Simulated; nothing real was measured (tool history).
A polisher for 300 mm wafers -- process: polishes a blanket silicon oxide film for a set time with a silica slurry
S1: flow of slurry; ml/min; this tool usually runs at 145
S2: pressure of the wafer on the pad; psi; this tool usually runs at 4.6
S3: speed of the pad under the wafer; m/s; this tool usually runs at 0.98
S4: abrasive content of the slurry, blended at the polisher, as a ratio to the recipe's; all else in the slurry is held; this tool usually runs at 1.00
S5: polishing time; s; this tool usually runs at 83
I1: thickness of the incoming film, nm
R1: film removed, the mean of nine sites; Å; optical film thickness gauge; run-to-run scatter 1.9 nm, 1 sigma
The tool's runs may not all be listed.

run	day	S1	S2	S3	S4	S5	I1	R1
1	0.000	145	4.6	0.98	1.00	83	1769.9	2436
2	1.346	145	4.6	0.98	1.00	83	1810.3	2402
# day 2.571: worn pad replaced by a new one
3	3.050	145	4.6	0.98	1.00	83	1780.3	2354
# day 3.533: slurry nozzle cleaned
4	5.238	145	4.6	0.98	1.00	83	1757.3	2352
# day 6.933: slurry blender recalibrated
5	7.392	145	4.6	0.98	1.00	83	1774.6	2356
6	8.996	145	4.6	0.98	1.00	83	1764.8	2331
7	10.992	145	4.6	0.98	1.00	83	1778.8	2335
8	12.533	105	4.6	0.84	1.00	83	1777.7	1989
# day 13.354: conditioning disc replaced and pad reconditioned
9	14.908	145	4.6	1.20	1.00	65	1809.6	2140
10	17.292	145	4.6	0.98	1.00	105	1771.4	3037
# day 17.950: worn pad replaced by a new one
11	20.075	145	4.6	0.98	0.75	83	1792.5	2147
12	21.229	145	4.6	0.98	1.15	83	1803.6	2407
# day 21.754: slurry blender recalibrated
# day 22.771: slurry nozzle cleaned
13	23.108	145	4.6	0.98	1.00	83	1813.6	2312
14	25.479	145	5.9	0.98	0.75	83	1819.1	2605
15	27.554	125	4.6	0.98	1.00	101	1762.5	2706
16	28.933	115	4.6	0.86	1.10	83	1800.6	2102
# day 30.104: conditioning disc replaced and pad reconditioned
17	30.125	145	5.2	0.76	0.85	103	1803.8	3054
# day 32.688: worn pad replaced by a new one
# day 33.092: head pressure recalibrated
18	34.033	145	4.6	1.16	1.25	83	1779.5	2791
19	36.646	145	4.6	0.98	1.00	83	1786.3	2377

Run 20 has not been measured yet. What should we expect?
# day 37.308: slurry blender recalibrated
20	38.850	145	4.6	0.98	1.00	103	1776.2	?

For run 20 the tool returned R1 2874 Å.
Take away the tool's hidden state, keep the run-to-run variation as it was, and the same run would have given R1 3165 Å.
